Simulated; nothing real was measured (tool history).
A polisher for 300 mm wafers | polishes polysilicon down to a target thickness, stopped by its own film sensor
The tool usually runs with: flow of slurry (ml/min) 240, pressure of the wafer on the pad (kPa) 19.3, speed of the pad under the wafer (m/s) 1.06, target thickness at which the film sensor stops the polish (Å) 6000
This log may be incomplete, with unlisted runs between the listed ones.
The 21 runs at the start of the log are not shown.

run	hour	flow of slurry (ml/min)	pressure of the wafer on the pad (kPa)	speed of the pad under the wafer (m/s)	target thickness at which the film sensor stops the polish (Å)	wafers since the last listed run	wafers polished on this pad	hours since the slurry nozzle was cleaned	hours since the head pressure was calibrated	incoming thickness of the incoming film, nm	time until the film sensor stopped the polish (s)
22	527.7	240	19.3	1.06	6000	188	215	335.5	239.7	1091.5	62.1
23	591.4	285	19.3	1.06	6000	480	695	399.2	303.4	1111.4	62.3
24	613.5	240	19.3	1.2	6000	166	862	421.3	325.5	1122.8	57.6
# hour 626.3: slurry nozzle cleaned
25	632.8	300	23.4	1.06	6000	138	1000	6.5	344.8	1129.6	53.6
26	662.4	240	15.2	0.68	6000	223	1224	36.1	374.4	1127.9	123.2
27	676.3	320	24.1	1.34	6000	104	1329	50	388.3	1117.6	41
# hour 695.6: worn pad replaced by a new one
28	764.4	240	15.2	0.74	7130	634	519	138.1	476.4	1113.8	85.6
29	780.1	305	19.3	1.06	6000	118	637	153.8	492.1	1115.3	61.9
30	806.3	240	19.3	1.06	5160	197	835	180	518.3	1106.3	72.7
31	829.2	240	25.5	1.24	6000	172	1008	202.9	541.2	1113.4	42.4
32	857.6	165	19.3	1.42	6000	214	1222	231.3	569.6	1098.9	50.5
# hour 862.4: worn pad replaced by a new one
33	873.1	240	15.2	0.74	7130	86	80	246.8	585.1	1103.8	82.7
34	892	285	19.3	1.06	6000	142	223	265.7	604	1098.2	60.7
35	912.9	240	25.5	1.24	6000	157	380	286.6	624.9	1104.3	40.8

Below are 5 alternative next runs, each starting from the tool's condition after run 35. Predict each:
A	913.3	240	19.3	1.06	6000	3	383	287	625.3	1096.9	?
B	913.3	240	21.4	1.2	6000	3	383	287	625.3	1096.9	?
C	913.3	240	19.3	0.94	4480	3	383	287	625.3	1096.9	?
D	913.3	240	19.3	0.7	6000	3	383	287	625.3	1096.9	?
E	913.3	240	19.3	1.38	7630	3	383	287	625.3	1096.9	?

run	time until the film sensor stopped the polish (s)
A	63
B	51.2
C	91.1
D	88.7
E	33.7
With no hidden state in the tool, these same runs would have given:
run	time until the film sensor stopped the polish (s)
A	63
B	51.2
C	91.1
D	88.7
E	33.7
